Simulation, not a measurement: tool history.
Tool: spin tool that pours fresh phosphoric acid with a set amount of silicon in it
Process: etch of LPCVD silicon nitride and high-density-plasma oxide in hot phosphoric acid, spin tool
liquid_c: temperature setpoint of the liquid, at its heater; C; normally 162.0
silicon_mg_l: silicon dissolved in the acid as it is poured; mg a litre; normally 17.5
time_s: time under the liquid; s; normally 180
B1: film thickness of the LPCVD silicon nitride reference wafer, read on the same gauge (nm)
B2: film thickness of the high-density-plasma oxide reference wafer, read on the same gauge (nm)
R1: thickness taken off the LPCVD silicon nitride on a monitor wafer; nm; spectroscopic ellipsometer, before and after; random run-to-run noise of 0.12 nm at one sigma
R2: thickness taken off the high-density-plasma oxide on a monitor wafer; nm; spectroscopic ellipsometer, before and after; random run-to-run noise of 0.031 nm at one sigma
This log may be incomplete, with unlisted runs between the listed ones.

{"run": 1, "day": 0.0, "liquid_c": 162.0, "silicon_mg_l": 17.5, "time_s": 225, "B1": 99.99, "B2": 130.01, "R1": 19.17, "R2": 0.572}
{"day": 0.867, "done": "heated supply line repaired"}
{"run": 2, "day": 1.329, "liquid_c": 162.0, "silicon_mg_l": 17.5, "time_s": 225, "B1": 100.01, "B2": 130.021, "R1": 20.71, "R2": 0.735}
{"run": 3, "day": 4.3, "liquid_c": 162.0, "silicon_mg_l": 13.0, "time_s": 180, "B1": 100.01, "B2": 130.008, "R1": 16.65, "R2": 0.585}
{"run": 4, "day": 5.967, "liquid_c": 162.0, "silicon_mg_l": 13.0, "time_s": 180, "B1": 99.99, "B2": 129.997, "R1": 16.4, "R2": 0.627}
{"run": 5, "day": 8.079, "liquid_c": 162.0, "silicon_mg_l": 13.0, "time_s": 180, "B1": 100.01, "B2": 129.968, "R1": 16.44, "R2": 0.632}
{"run": 6, "day": 10.871, "liquid_c": 162.0, "silicon_mg_l": 17.5, "time_s": 180, "B1": 100.0, "B2": 129.997, "R1": 16.48, "R2": 0.588}
{"day": 12.012, "done": "thermometer replaced"}
{"run": 7, "day": 12.458, "liquid_c": 162.0, "silicon_mg_l": 9.0, "time_s": 180, "B1": 99.99, "B2": 130.01, "R1": 16.38, "R2": 0.675}
{"run": 8, "day": 14.938, "liquid_c": 162.0, "silicon_mg_l": 17.5, "time_s": 180, "B1": 100.02, "B2": 129.986, "R1": 16.37, "R2": 0.517}
{"run": 9, "day": 16.042, "liquid_c": 164.5, "silicon_mg_l": 17.5, "time_s": 120, "B1": 99.96, "B2": 130.044, "R1": 11.68, "R2": 0.47}
{"day": 17.692, "done": "gauge calibrated"}
{"run": 10, "day": 18.638, "liquid_c": 162.0, "silicon_mg_l": 17.5, "time_s": 180, "B1": 100.0, "B2": 130.01, "R1": 15.91, "R2": 0.53}
{"run": 11, "day": 19.942, "liquid_c": 164.5, "silicon_mg_l": 13.0, "time_s": 180, "B1": 100.02, "B2": 129.983, "R1": 17.6, "R2": 0.735}
{"run": 12, "day": 21.396, "liquid_c": 159.0, "silicon_mg_l": 17.5, "time_s": 180, "B1": 99.97, "B2": 129.975, "R1": 14.33, "R2": 0.421}
{"run": 13, "day": 23.421, "liquid_c": 159.5, "silicon_mg_l": 29.0, "time_s": 125, "B1": 100.0, "B2": 129.989, "R1": 10.16, "R2": 0.207}
{"run": 14, "day": 26.096, "liquid_c": 163.0, "silicon_mg_l": 26.0, "time_s": 220, "B1": 99.95, "B2": 130.03, "R1": 20.01, "R2": 0.529}
{"day": 27.229, "done": "dissolved silicon flow meter replaced"}
{"run": 15, "day": 28.796, "liquid_c": 164.5, "silicon_mg_l": 25.0, "time_s": 180, "B1": 100.05, "B2": 130.021, "R1": 17.07, "R2": 0.485}
{"run": 16, "day": 31.608, "liquid_c": 165.0, "silicon_mg_l": 26.0, "time_s": 105, "B1": 100.0, "B2": 130.031, "R1": 9.96, "R2": 0.27}
{"run": 17, "day": 33.033, "liquid_c": 162.0, "silicon_mg_l": 17.5, "time_s": 180, "B1": 99.99, "B2": 129.998, "R1": 15.56, "R2": 0.52}
{"run": 18, "day": 34.433, "liquid_c": 163.0, "silicon_mg_l": 24.0, "time_s": 145, "B1": 99.98, "B2": 129.956, "R1": 12.75, "R2": 0.384}
{"run": 19, "day": 35.75, "liquid_c": 162.0, "silicon_mg_l": 27.5, "time_s": 180, "B1": 100.02, "B2": 129.995, "R1": 15.39, "R2": 0.381}
{"day": 37.733, "done": "heated supply line repaired"}
{"run": 20, "day": 38.262, "liquid_c": 164.5, "silicon_mg_l": 11.5, "time_s": 290, "B1": 100.02, "B2": 129.974, "R1": 29.33, "R2": 1.311}
{"run": 21, "day": 39.833, "liquid_c": 164.5, "silicon_mg_l": 24.0, "time_s": 180, "B1": 100.03, "B2": 130.006, "R1": 17.85, "R2": 0.548}

Predict each of these 4 candidate next runs independently; none follows another, all start after run 21:
{"run": "A", "day": 39.854, "liquid_c": 162.0, "silicon_mg_l": 17.5, "time_s": 180, "B1": "?", "B2": "?", "R1": "?", "R2": "?"}
{"run": "B", "day": 39.854, "liquid_c": 162.0, "silicon_mg_l": 5.0, "time_s": 180, "B1": "?", "B2": "?", "R1": "?", "R2": "?"}
{"run": "C", "day": 39.854, "liquid_c": 160.5, "silicon_mg_l": 27.5, "time_s": 75, "B1": "?", "B2": "?", "R1": "?", "R2": "?"}
{"run": "D", "day": 39.854, "liquid_c": 162.0, "silicon_mg_l": 5.0, "time_s": 80, "B1": "?", "B2": "?", "R1": "?", "R2": "?"}

run=A B1=99.98 B2=130.000 R1=16.34 R2=0.569
run=B B1=99.98 B2=130.000 R1=16.34 R2=0.758
run=C B1=99.98 B2=130.000 R1=6.48 R2=0.156
run=D B1=99.98 B2=130.000 R1=7.26 R2=0.337
Had the tool no hidden state, the same runs would have come out as:
run=A R1=16.60 R2=0.589
run=B R1=16.60 R2=0.785
run=C R1=6.58 R2=0.161
run=D R1=7.38 R2=0.349

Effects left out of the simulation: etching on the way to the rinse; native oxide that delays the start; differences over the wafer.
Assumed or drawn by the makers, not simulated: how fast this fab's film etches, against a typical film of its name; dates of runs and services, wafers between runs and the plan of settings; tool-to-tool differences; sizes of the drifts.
